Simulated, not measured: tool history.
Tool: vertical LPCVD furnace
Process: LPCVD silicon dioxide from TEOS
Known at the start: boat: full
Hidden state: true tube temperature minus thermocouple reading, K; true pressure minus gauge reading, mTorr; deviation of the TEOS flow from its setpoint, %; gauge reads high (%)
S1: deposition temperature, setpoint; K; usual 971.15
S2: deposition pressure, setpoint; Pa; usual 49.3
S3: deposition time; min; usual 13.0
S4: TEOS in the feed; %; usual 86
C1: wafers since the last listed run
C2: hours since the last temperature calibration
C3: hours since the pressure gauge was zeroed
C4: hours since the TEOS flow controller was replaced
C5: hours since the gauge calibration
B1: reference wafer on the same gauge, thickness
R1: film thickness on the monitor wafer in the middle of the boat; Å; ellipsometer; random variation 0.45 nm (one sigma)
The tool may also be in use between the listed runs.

run,hour,S1,S2,S3,S4,C1,C2,C3,C4,C5,B1,R1
1,0.0,971.15,49.3,13.0,86,0,1442.6,1981.1,3293.0,529.4,118.12,1080.9
2,28.7,979.15,49.3,16.0,86,343,1471.3,2009.8,3321.7,558.1,117.84,1584.0
3,48.5,971.15,49.3,13.0,86,236,1491.1,2029.6,3341.5,577.9,118.07,1075.8
4,143.7,971.15,49.3,13.0,86,1139,1586.3,2124.8,3436.7,673.1,118.06,1076.1
5,158.2,971.15,49.3,13.0,86,173,1600.8,2139.3,3451.2,687.6,117.89,1076.3
6,173.9,971.15,49.3,13.0,78,187,1616.5,2155.0,3466.9,703.3,117.91,1025.4
7,191.0,971.15,49.3,13.0,78,204,1633.6,2172.1,3484.0,720.4,118.17,1026.6
# hour 228.2: pressure gauge zeroed
8,228.7,971.15,49.3,13.0,78,163,1671.3,0.5,3521.7,758.1,117.91,1024.3
9,241.5,971.15,49.3,13.0,81,153,1684.1,13.3,3534.5,770.9,117.98,1034.8
# hour 260.5: gauge calibrated
# hour 274.2: TEOS flow controller replaced
10,274.7,971.15,49.3,13.0,81,110,1717.3,46.5,0.5,14.2,117.99,1043.9
11,279.5,971.15,49.3,13.0,81,57,1722.1,51.3,5.3,19.0,118.05,1051.5
12,304.3,971.15,49.3,13.0,86,296,1746.9,76.1,30.1,43.8,118.01,1074.9
13,383.7,963.15,55.3,14.5,86,950,1826.3,155.5,109.5,123.2,117.86,1056.1
14,411.3,971.15,49.3,13.0,81,330,1853.9,183.1,137.1,150.8,117.98,1054.7
15,442.5,971.15,44.0,14.5,97,373,1885.1,214.3,168.3,182.0,117.95,1209.0
16,478.5,971.15,49.3,13.0,86,430,1921.1,250.3,204.3,218.0,118.04,1075.1
17,500.2,971.15,49.3,13.0,86,259,1942.8,272.0,226.0,239.7,117.95,1068.3
18,518.5,971.15,49.3,13.0,86,218,1961.1,290.3,244.3,258.0,117.95,1079.9
# hour 546.4: thermocouples replaced and temperature profile calibrated
19,546.9,971.15,39.3,13.0,69,52,0.5,318.7,272.7,286.4,117.99,861.1
20,553.7,971.15,60.7,10.5,86,81,7.3,325.5,279.5,293.2,117.87,961.5
21,569.7,977.15,52.7,8.5,86,191,23.3,341.5,295.5,309.2,117.90,834.7
22,657.2,971.15,37.3,15.5,97,1046,110.8,429.0,383.0,396.7,118.06,1186.4
23,691.9,971.15,61.3,13.0,86,415,145.5,463.7,417.7,431.4,117.90,1197.3
24,712.1,971.15,49.3,13.0,86,241,165.7,483.9,437.9,451.6,118.08,1066.9

Forecast each of these 4 alternatives for the next run:
A,717.0,971.15,49.3,13.0,86,58,170.6,488.8,442.8,456.5,?,?
B,717.0,971.15,40.0,13.0,78,58,170.6,488.8,442.8,456.5,?,?
C,717.0,971.15,49.3,17.0,96,58,170.6,488.8,442.8,456.5,?,?
D,717.0,974.15,44.0,18.0,86,58,170.6,488.8,442.8,456.5,?,?

run,B1,R1
A,117.94,1074.4
B,117.94,921.4
C,117.94,1484.5
D,117.94,1506.6
Without the tool's hidden state the same runs would have given:
run,R1
A,1074.4
B,921.4
C,1484.5
D,1506.6
